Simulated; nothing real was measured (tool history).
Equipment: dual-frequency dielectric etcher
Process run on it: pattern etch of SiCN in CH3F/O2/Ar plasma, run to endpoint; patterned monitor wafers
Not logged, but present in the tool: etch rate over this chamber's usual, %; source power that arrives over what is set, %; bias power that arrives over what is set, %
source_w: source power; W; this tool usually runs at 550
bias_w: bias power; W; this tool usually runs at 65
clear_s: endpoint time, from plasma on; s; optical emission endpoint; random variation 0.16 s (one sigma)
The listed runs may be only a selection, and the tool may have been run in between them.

| run | day | source_w | bias_w | wafers since the last listed run | hours since the last wet clean | hours since the last source power generator calibration | hours since the last bias power generator calibration | hours since the last upper electrode change | incoming incoming film thickness, nm | clear_s |
|---|---|---|---|---|---|---|---|---|---|---|
| 1 | 0.000 | 550 | 65 | 0 | 593.0 | 3916.4 | 3340.0 | 2104.5 | 9.19 | 23.9 |
|  | 1.200 | wet clean of the chamber |
| 2 | 3.950 | 600 | 65 | 1390 | 66.0 | 4011.2 | 3434.8 | 2199.3 | 9.27 | 24.4 |
| 3 | 5.871 | 600 | 65 | 905 | 112.1 | 4057.3 | 3480.9 | 2245.4 | 9.12 | 23.6 |
| 4 | 9.196 | 600 | 65 | 1566 | 191.9 | 4137.1 | 3560.7 | 2325.2 | 9.22 | 23.9 |
| 5 | 11.808 | 550 | 65 | 1231 | 254.6 | 4199.8 | 3623.4 | 2387.9 | 9.16 | 24.4 |
| 6 | 15.617 | 550 | 65 | 1794 | 346.0 | 4291.2 | 3714.8 | 2479.3 | 9.20 | 24.4 |
| 7 | 17.267 | 550 | 65 | 777 | 385.6 | 4330.8 | 3754.4 | 2518.9 | 9.24 | 24.2 |
|  | 21.442 | upper electrode replaced, of another model than before |
| 8 | 21.462 | 440 | 65 | 1505 | 486.3 | 4431.5 | 3855.1 | 0.5 | 9.16 | 28.1 |
| 9 | 24.688 | 440 | 65 | 1519 | 563.7 | 4508.9 | 3932.5 | 77.9 | 9.27 | 28.2 |
|  | 26.788 | wet clean of the chamber |
| 10 | 26.808 | 440 | 65 | 528 | 0.5 | 4559.8 | 3983.4 | 128.8 | 9.28 | 29.9 |
| 11 | 29.767 | 550 | 65 | 1394 | 71.5 | 4630.8 | 4054.4 | 199.8 | 9.19 | 25.1 |
| 12 | 31.804 | 550 | 65 | 960 | 120.4 | 4679.7 | 4103.3 | 248.7 | 9.19 | 25.3 |
|  | 33.158 | source power generator calibrated |
| 13 | 33.467 | 670 | 80 | 704 | 160.3 | 7.4 | 4143.2 | 288.6 | 9.16 | 20.7 |
| 14 | 35.762 | 440 | 65 | 1081 | 215.4 | 62.5 | 4198.3 | 343.7 | 9.04 | 28.8 |
| 15 | 37.421 | 510 | 65 | 781 | 255.2 | 102.3 | 4238.1 | 383.5 | 9.25 | 26.5 |
| 16 | 39.583 | 550 | 65 | 1019 | 307.1 | 154.2 | 4290.0 | 435.4 | 9.19 | 24.4 |
|  | 42.921 | bias power generator calibrated |
| 17 | 43.092 | 550 | 65 | 1574 | 391.3 | 238.4 | 4.1 | 519.6 | 9.19 | 24.7 |
| 18 | 46.829 | 590 | 65 | 1761 | 481.0 | 328.1 | 93.8 | 609.3 | 9.13 | 23.2 |
| 19 | 50.725 | 430 | 70 | 1835 | 574.5 | 421.6 | 187.3 | 702.8 | 9.15 | 27.7 |
|  | 52.646 | wet clean of the chamber |
| 20 | 52.750 | 410 | 65 | 483 | 2.5 | 470.2 | 235.9 | 751.4 | 9.06 | 30.8 |
| 21 | 56.229 | 550 | 75 | 1639 | 86.0 | 553.7 | 319.4 | 834.9 | 9.20 | 23.8 |
| 22 | 58.729 | 450 | 77 | 1178 | 146.0 | 613.7 | 379.4 | 894.9 | 9.13 | 26.4 |
| 23 | 61.504 | 600 | 78 | 1307 | 212.6 | 680.3 | 446.0 | 961.5 | 9.16 | 21.9 |

Forecast each of these 5 alternatives for the next run:
| A | 61.521 | 550 | 74 | 7 | 213.0 | 680.7 | 446.4 | 961.9 | 9.22 | ? |
| B | 61.521 | 460 | 49 | 7 | 213.0 | 680.7 | 446.4 | 961.9 | 9.22 | ? |
| C | 61.521 | 680 | 74 | 7 | 213.0 | 680.7 | 446.4 | 961.9 | 9.22 | ? |
| D | 61.521 | 500 | 71 | 7 | 213.0 | 680.7 | 446.4 | 961.9 | 9.22 | ? |
| E | 61.521 | 470 | 81 | 7 | 213.0 | 680.7 | 446.4 | 961.9 | 9.22 | ? |

| run | clear_s |
|---|---|
| A | 23.7 |
| B | 31.7 |
| C | 20.9 |
| D | 25.6 |
| E | 25.3 |
Take away the tool's hidden state, keep each run's random variation, and the runs would have read:
| run | clear_s |
|---|---|
| A | 24.1 |
| B | 32.3 |
| C | 21.3 |
| D | 26.1 |
| E | 25.7 |

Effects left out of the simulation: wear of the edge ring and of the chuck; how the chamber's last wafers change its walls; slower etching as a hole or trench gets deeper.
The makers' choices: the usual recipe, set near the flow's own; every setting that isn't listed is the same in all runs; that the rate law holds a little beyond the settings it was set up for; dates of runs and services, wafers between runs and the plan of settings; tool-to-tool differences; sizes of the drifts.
